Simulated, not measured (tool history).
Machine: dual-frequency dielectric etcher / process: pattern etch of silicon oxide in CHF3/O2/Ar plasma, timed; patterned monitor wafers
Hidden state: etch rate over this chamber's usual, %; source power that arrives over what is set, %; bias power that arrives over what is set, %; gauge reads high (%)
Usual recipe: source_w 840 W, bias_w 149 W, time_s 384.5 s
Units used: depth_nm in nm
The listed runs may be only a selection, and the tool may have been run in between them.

run	day	source_w	bias_w	time_s	wafers since the last listed run	hours since the last wet clean	hours since the last source power generator calibration	hours since the last bias power generator calibration	hours since the last upper electrode change	hours since the gauge calibration	read-back reference wafer on the same gauge, depth_nm	depth_nm
1	0	840	170	384.5	0	336.8	3727.5	4542.8	2552.7	88.1	661.1	847.6
2	0.675	840	170	384.5	79	353	3743.7	4559	2568.9	104.3	660.8	845.8
3	1.358	840	170	384.5	80	369.4	3760.1	4575.4	2585.3	120.7	661.2	847.6
4	1.658	840	149	384.5	35	376.6	3767.3	4582.6	2592.5	127.9	660.9	827.8
5	2.267	840	149	384.5	71	391.2	3781.9	4597.2	2607.1	142.5	661	826.6
6	2.567	840	149	384.5	35	398.4	3789.1	4604.4	2614.3	149.7	661.2	826.8
# day 3.667: source power generator calibrated
# day 3.754: upper electrode replaced
7	3.775	840	149	384.5	113	427.4	2.6	4633.4	0.5	178.7	661.1	829.9
8	3.792	840	149	384.5	1	427.8	3	4633.8	0.9	179.1	660.9	825.6
# day 3.85: gauge calibrated
9	4.1	840	149	384.5	36	435.2	10.4	4641.2	8.3	6	661	827.8
10	4.825	840	149	384.5	85	452.6	27.8	4658.6	25.7	23.4	661	829.8
11	5.338	840	149	384.5	60	464.9	40.1	4670.9	38	35.7	661	829.7
# day 6.283: bias power generator calibrated
# day 6.392: wet clean of the chamber
12	6.412	840	149	384.5	94	0.5	65.9	3.1	63.8	61.5	661	806.4
13	6.575	840	171	299.5	19	4.4	69.8	7	67.7	65.4	660.9	646
14	7.133	840	149	275.5	66	17.8	83.2	20.4	81.1	78.8	661	578.7
15	7.654	950	139	437	61	30.3	95.7	32.9	93.6	91.3	661	950.5
16	8.117	840	149	349	54	41.4	106.8	44	104.7	102.4	661.1	730.8
17	8.738	840	149	349	73	56.3	121.7	58.9	119.6	117.3	660.9	734.9
18	9.438	680	113	319.5	82	73.1	138.5	75.7	136.4	134.1	661.2	584.8
19	9.704	900	149	289.5	31	79.5	144.9	82.1	142.8	140.5	661.1	626.6
20	10.146	840	149	427.5	52	90.1	155.5	92.7	153.4	151.1	661.2	901.7
# day 10.25: gauge calibrated
21	10.771	690	129	325	73	105.1	170.5	107.7	168.4	12.5	660.9	615.6
22	11.358	760	149	446.5	69	119.2	184.6	121.8	182.5	26.6	660.8	904.5
23	11.746	840	149	384.5	45	128.5	193.9	131.1	191.8	35.9	660.9	811.3
24	12.125	840	149	438.5	44	137.6	203	140.2	200.9	45	661	924.9

5 ways to go on from here, each from the tool as it stands after run 24. What would each give?
A	12.146	840	149	384.5	2	138.1	203.5	140.7	201.4	45.5	?	?
B	12.146	700	170	325	2	138.1	203.5	140.7	201.4	45.5	?	?
C	12.146	910	159	329	2	138.1	203.5	140.7	201.4	45.5	?	?
D	12.146	660	130	352	2	138.1	203.5	140.7	201.4	45.5	?	?
E	12.146	930	125	458	2	138.1	203.5	140.7	201.4	45.5	?	?

run	read-back reference wafer on the same gauge, depth_nm	depth_nm
A	660.8	809.6
B	660.8	653.9
C	660.8	725.2
D	660.8	654
E	660.8	971.1
Without the tool's hidden state the same runs would have given:
run	depth_nm
A	807.1
B	651.9
C	723
D	652
E	968.2
